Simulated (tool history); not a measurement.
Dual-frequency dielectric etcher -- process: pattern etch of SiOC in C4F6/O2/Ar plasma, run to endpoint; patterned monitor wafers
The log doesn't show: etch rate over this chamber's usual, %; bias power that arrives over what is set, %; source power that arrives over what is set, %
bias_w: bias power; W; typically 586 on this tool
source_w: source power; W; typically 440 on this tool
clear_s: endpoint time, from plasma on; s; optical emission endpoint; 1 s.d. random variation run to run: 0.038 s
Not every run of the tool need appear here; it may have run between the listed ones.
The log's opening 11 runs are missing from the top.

run   hour  bias_w  source_w  wafers since the last listed run  hours since the last wet clean  hours since the last bias power generator calibration  hours since the last source power generator calibration  hours since the last upper electrode change  incoming incoming film thickness, nm  clear_s
 12  140.3     586       440                               242                             532                                                 2338.9                                                     2015                                       3223.1                                 40.96     13.4
 13  150.1     586       440                               161                           541.8                                                 2348.7                                                   2024.8                                       3232.9                                 40.81     13.3
     164.4  -- source power generator calibrated
 14  164.9     586       440                               177                           556.6                                                 2363.5                                                      0.5                                       3247.7                                 40.67     13.3
     193.1  -- wet clean of the chamber
 15  193.6     586       440                                77                             0.5                                                 2392.2                                                     29.2                                       3276.4                                 40.47     12.9
 16  197.7     678       440                                67                             4.6                                                 2396.3                                                     33.3                                       3280.5                                 40.93     12.6
     226.7  -- upper electrode replaced
 17  227.2     540       340                                90                            34.1                                                 2425.8                                                     62.8                                          0.5                                 40.41     14.7
 18  227.5     477       360                                 4                            34.4                                                 2426.1                                                     63.1                                          0.8                                 40.45     14.8
     238.2  -- bias power generator calibrated
 19  240.2     721       440                               143                            47.1                                                      2                                                     75.8                                         13.5                                 40.71     12.3
 20  248.9     529       410                               143                            55.8                                                   10.7                                                     84.5                                         22.2                                 40.51     13.7
 21  264.6     657       440                               258                            71.5                                                   26.4                                                    100.2                                         37.9                                 41.14     12.8
 22  274.7     635       410                               166                            81.6                                                   36.5                                                    110.3                                           48                                 40.68     13.1
 23  286.2     682       340                               189                            93.1                                                     48                                                    121.8                                         59.5                                 40.61     13.9
 24  295.1     515       500                               146                             102                                                   56.9                                                    130.7                                         68.4                                 40.77     12.8
 25  304.3     517       540                               151                           111.2                                                   66.1                                                    139.9                                         77.6                                 40.39     12.3
 26  311.6     586       440                               120                           118.5                                                   73.4                                                    147.2                                         84.9                                 40.24       13
 27  364.4     586       380                               869                           171.3                                                  126.2                                                      200                                        137.7                                 40.26     13.8
 28  372.6     642       410                               135                           179.5                                                  134.4                                                    208.2                                        145.9                                 40.44     13.1
 29  387.6     586       440                               246                           194.5                                                  149.4                                                    223.2                                        160.9                                 40.53     13.1

Estimate the outcome of run 30 from the log above:
 30  403.3     669       540                               258                           210.2                                                  165.1                                                    238.9                                        176.6                                 40.93        ?

{"run 30": {"clear_s": 11.8}}
With the hidden condition absent and the run-to-run variation left alone, this run would have shown clear_s 11.5 s.
